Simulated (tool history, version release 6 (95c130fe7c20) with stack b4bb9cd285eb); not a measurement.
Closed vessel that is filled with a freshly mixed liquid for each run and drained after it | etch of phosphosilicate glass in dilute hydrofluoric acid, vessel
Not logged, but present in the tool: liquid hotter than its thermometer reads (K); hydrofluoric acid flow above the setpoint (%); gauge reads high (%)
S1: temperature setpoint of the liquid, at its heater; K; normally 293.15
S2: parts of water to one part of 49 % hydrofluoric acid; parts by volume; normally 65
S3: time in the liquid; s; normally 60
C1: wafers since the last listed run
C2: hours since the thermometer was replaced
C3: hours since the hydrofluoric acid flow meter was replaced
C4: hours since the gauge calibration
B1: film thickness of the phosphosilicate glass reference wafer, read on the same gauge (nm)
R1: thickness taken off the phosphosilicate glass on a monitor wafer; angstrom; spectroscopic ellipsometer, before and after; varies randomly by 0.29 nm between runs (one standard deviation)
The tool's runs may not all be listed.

| run | hour | S1 | S2 | S3 | C1 | C2 | C3 | C4 | B1 | R1 |
|---|---|---|---|---|---|---|---|---|---|---|
| 1 | 0 | 293.15 | 65 | 60 | 0 | 1719.9 | 316.8 | 170.1 | 140 | 478.8 |
| 2 | 6.7 | 290.15 | 65 | 60 | 885 | 1726.6 | 323.5 | 176.8 | 139.98 | 418.4 |
| 3 | 24.5 | 290.15 | 65 | 60 | 2352 | 1744.4 | 341.3 | 194.6 | 140 | 422.7 |
| 4 | 31 | 290.15 | 65 | 60 | 858 | 1750.9 | 347.8 | 201.1 | 140.03 | 421.1 |
| 5 | 45 | 293.15 | 65 | 80 | 1850 | 1764.9 | 361.8 | 215.1 | 140 | 646.8 |
| 6 | 60.5 | 293.15 | 65 | 80 | 2048 | 1780.4 | 377.3 | 230.6 | 140 | 640.6 |
|  | 62.9 | gauge calibrated |
| 7 | 95.4 | 293.15 | 65 | 80 | 4611 | 1815.3 | 412.2 | 32.5 | 139.99 | 646.4 |
| 8 | 109.8 | 293.15 | 60 | 60 | 1902 | 1829.7 | 426.6 | 46.9 | 140.03 | 535.8 |
| 9 | 125.6 | 293.15 | 60 | 60 | 2087 | 1845.5 | 442.4 | 62.7 | 140.01 | 534.4 |
| 10 | 144.2 | 296.65 | 65 | 60 | 2457 | 1864.1 | 461 | 81.3 | 140 | 569.9 |
| 11 | 154.3 | 296.65 | 65 | 60 | 1334 | 1874.2 | 471.1 | 91.4 | 140.03 | 574.6 |
| 12 | 162 | 293.15 | 65 | 60 | 1017 | 1881.9 | 478.8 | 99.1 | 140.01 | 489.7 |
| 13 | 179.9 | 293.15 | 65 | 60 | 2365 | 1899.8 | 496.7 | 117 | 140.01 | 489.2 |
| 14 | 195.9 | 293.15 | 65 | 60 | 2114 | 1915.8 | 512.7 | 133 | 140 | 496.1 |
| 15 | 203.3 | 293.15 | 65 | 60 | 977 | 1923.2 | 520.1 | 140.4 | 139.99 | 494.2 |
| 16 | 214.5 | 293.15 | 65 | 60 | 1480 | 1934.4 | 531.3 | 151.6 | 140.01 | 495.2 |
| 17 | 227.2 | 293.15 | 65 | 80 | 1678 | 1947.1 | 544 | 164.3 | 139.99 | 670.7 |
| 18 | 242.5 | 293.15 | 65 | 60 | 2021 | 1962.4 | 559.3 | 179.6 | 140.01 | 497.5 |
| 19 | 255.4 | 290.15 | 95 | 70 | 1704 | 1975.3 | 572.2 | 192.5 | 139.99 | 342.2 |
| 20 | 267.9 | 297.15 | 65 | 35 | 1651 | 1987.8 | 584.7 | 205 | 140 | 345.6 |
|  | 269.2 | thermometer replaced |
|  | 277.4 | hydrofluoric acid flow meter replaced |
| 21 | 281.6 | 295.15 | 90 | 50 | 1546 | 12.4 | 4.2 | 218.7 | 140.04 | 287 |
| 22 | 293 | 293.15 | 55 | 60 | 1506 | 23.8 | 15.6 | 230.1 | 140.01 | 533.1 |
| 23 | 300.7 | 293.15 | 90 | 45 | 1017 | 31.5 | 23.3 | 237.8 | 140.01 | 235 |
| 24 | 306.7 | 290.65 | 65 | 35 | 792 | 37.5 | 29.3 | 243.8 | 140 | 236.6 |
|  | 308.2 | gauge calibrated |
| 25 | 315.1 | 293.15 | 65 | 95 | 1110 | 45.9 | 37.7 | 6.9 | 139.99 | 720.5 |
| 26 | 331.2 | 293.15 | 65 | 60 | 2127 | 62 | 53.8 | 23 | 140.03 | 455.7 |
| 27 | 346.2 | 293.15 | 65 | 80 | 1982 | 77 | 68.8 | 38 | 140 | 609.7 |
| 28 | 357.4 | 293.15 | 65 | 60 | 1480 | 88.2 | 80 | 49.2 | 140.02 | 456.3 |
| 29 | 372.6 | 293.15 | 90 | 60 | 2008 | 103.4 | 95.2 | 64.4 | 139.99 | 321.2 |
| 30 | 379.3 | 291.65 | 80 | 80 | 885 | 110.1 | 101.9 | 71.1 | 140.01 | 463.8 |
| 31 | 391 | 295.65 | 40 | 60 | 1546 | 121.8 | 113.6 | 82.8 | 140 | 857.8 |

Some steps in R1, run to run, broken into two amounts with sign: the step expected even without the hidden condition (settings, incoming material, random variation), and the rest, left for the hidden condition together with whatever gauge scatter is not in both the measured and the hidden-condition-free result:
Run 4 -> 5: S1 290.15 -> 293.15, S3 60 -> 80. R1 +225.7 angstrom: hidden state +18.9, all else +206.8.
Run 16 -> 17: S3 60 -> 80. R1 +175.5 angstrom: hidden state +20.3, all else +155.2.
Run 20 -> 21: S1 297.15 -> 295.15, S2 65 -> 90, S3 35 -> 50, thermometer replaced, hydrofluoric acid flow meter replaced. R1 -58.6 angstrom: hidden state -34.9, all else -23.7.
Run 22 -> 23: S2 55 -> 90, S3 60 -> 45. R1 -298.1 angstrom: hidden state -5.5, all else -292.6.
Run 24 -> 25: S1 290.65 -> 293.15, S3 35 -> 95, gauge calibrated. R1 +483.9 angstrom: hidden state +12.5, all else +471.4.
Run 30 -> 31: S1 291.65 -> 295.65, S2 80 -> 40, S3 80 -> 60. R1 +394 angstrom: hidden state +15.7, all else +378.3.
